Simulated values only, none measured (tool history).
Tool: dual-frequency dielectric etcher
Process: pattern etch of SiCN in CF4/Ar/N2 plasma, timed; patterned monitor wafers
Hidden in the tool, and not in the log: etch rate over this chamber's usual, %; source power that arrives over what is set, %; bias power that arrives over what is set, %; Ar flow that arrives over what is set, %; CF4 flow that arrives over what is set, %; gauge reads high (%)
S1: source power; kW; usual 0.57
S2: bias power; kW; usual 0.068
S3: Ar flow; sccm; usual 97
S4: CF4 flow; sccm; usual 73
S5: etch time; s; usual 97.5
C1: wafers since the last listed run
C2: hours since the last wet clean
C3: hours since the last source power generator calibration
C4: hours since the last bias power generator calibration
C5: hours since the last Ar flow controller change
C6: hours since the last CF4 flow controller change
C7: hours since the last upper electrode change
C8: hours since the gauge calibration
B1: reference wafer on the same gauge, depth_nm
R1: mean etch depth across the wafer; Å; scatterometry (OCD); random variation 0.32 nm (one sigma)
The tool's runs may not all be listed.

run	hour	S1	S2	S3	S4	S5	C1	C2	C3	C4	C5	C6	C7	C8	B1	R1
1	0	0.57	0.068	112	73	90.5	0	552.4	5203	2300.8	5572.5	2694.1	4358.9	214.7	105.1	938
2	15.8	0.57	0.068	112	73	90.5	150	568.2	5218.8	2316.6	5588.3	2709.9	4374.7	230.5	105	942
3	22.8	0.57	0.064	97	73	87	66	575.2	5225.8	2323.6	5595.3	2716.9	4381.7	237.5	105.2	919
# hour 37.4: bias power generator calibrated
4	37.9	0.57	0.064	97	73	87	105	590.3	5240.9	0.5	5610.4	2732	4396.8	252.6	105.1	913
5	45.4	0.57	0.075	97	73	108	71	597.8	5248.4	8	5617.9	2739.5	4404.3	260.1	105.1	1178
6	60.4	0.62	0.068	97	73	97.5	143	612.8	5263.4	23	5632.9	2754.5	4419.3	275.1	104.9	1137
7	69.5	0.62	0.068	97	73	97.5	86	621.9	5272.5	32.1	5642	2763.6	4428.4	284.2	104.9	1140
# hour 77.8: CF4 flow controller replaced
# hour 94.1: Ar flow controller replaced
8	122	0.57	0.075	80	73	118	386	674.4	5325	84.6	27.9	44.2	4480.9	336.7	105.1	1319
# hour 126.1: source power generator calibrated
# hour 146.2: wet clean of the chamber
9	159.5	0.61	0.068	107	73	97.5	127	13.3	33.4	122.1	65.4	81.7	4518.4	374.2	105	1212
# hour 190: gauge calibrated
# hour 196.2: upper electrode replaced
# hour 214.9: wet clean of the chamber, repeated, since the last time left the tool worse
10	215.4	0.57	0.068	97	73	97.5	126	0.5	89.3	178	121.3	137.6	19.2	25.4	105	1077
11	215.7	0.57	0.053	97	73	97.5	2	0.8	89.6	178.3	121.6	137.9	19.5	25.7	105	1024
12	216.1	0.57	0.068	76	73	70.5	3	1.2	90	178.7	122	138.3	19.9	26.1	105	811
13	219	0.57	0.068	97	73	97.5	27	4.1	92.9	181.6	124.9	141.2	22.8	29	105.1	1084
14	228.1	0.57	0.068	97	87	97.5	86	13.2	102	190.7	134	150.3	31.9	38.1	105	1113
15	240	0.57	0.061	108	73	97.5	113	25.1	113.9	202.6	145.9	162.2	43.8	50	105	1031
16	250.7	0.57	0.074	97	82	77.5	102	35.8	124.6	213.3	156.6	172.9	54.5	60.7	105.1	889
17	257.9	0.57	0.068	97	73	97.5	68	43	131.8	220.5	163.8	180.1	61.7	67.9	105	1075
18	268.3	0.5	0.068	115	66	97.5	99	53.4	142.2	230.9	174.2	190.5	72.1	78.3	104.8	888
19	284.8	0.44	0.053	115	73	82	157	69.9	158.7	247.4	190.7	207	88.6	94.8	104.9	628
20	292.7	0.57	0.051	97	65	120.5	75	77.8	166.6	255.3	198.6	214.9	96.5	102.7	105.1	1223
21	305.9	0.57	0.083	97	73	97.5	125	91	179.8	268.5	211.8	228.1	109.7	115.9	105.1	1125
22	316.1	0.57	0.068	117	79	97.5	97	101.2	190	278.7	222	238.3	119.9	126.1	104.9	1053

Some steps in R1 between neighbouring runs. How much of each would the tool show without its hidden state too (settings, what came in, random variation), and how much is left for the hidden state, with any gauge scatter that isn't in both results?
Run 8 -> 9: S1 0.57 -> 0.61, S2 0.075 -> 0.068, S3 80 -> 107, S5 118 -> 97.5, source power generator calibrated, wet clean of the chamber. R1 -107 Å: hidden state +126, all else -233.
Run 9 -> 10: S1 0.61 -> 0.57, S3 107 -> 97, gauge calibrated, upper electrode replaced, wet clean of the chamber, repeated, since the last time left the tool worse. R1 -135 Å: hidden state -73, all else -62.
Run 12 -> 13: S3 76 -> 97, S5 70.5 -> 97.5. R1 +273 Å: hidden state +1, all else +272.
Run 19 -> 20: S1 0.44 -> 0.57, S2 0.053 -> 0.051, S3 115 -> 97, S4 73 -> 65, S5 82 -> 120.5. R1 +595 Å: hidden state -1, all else +596.

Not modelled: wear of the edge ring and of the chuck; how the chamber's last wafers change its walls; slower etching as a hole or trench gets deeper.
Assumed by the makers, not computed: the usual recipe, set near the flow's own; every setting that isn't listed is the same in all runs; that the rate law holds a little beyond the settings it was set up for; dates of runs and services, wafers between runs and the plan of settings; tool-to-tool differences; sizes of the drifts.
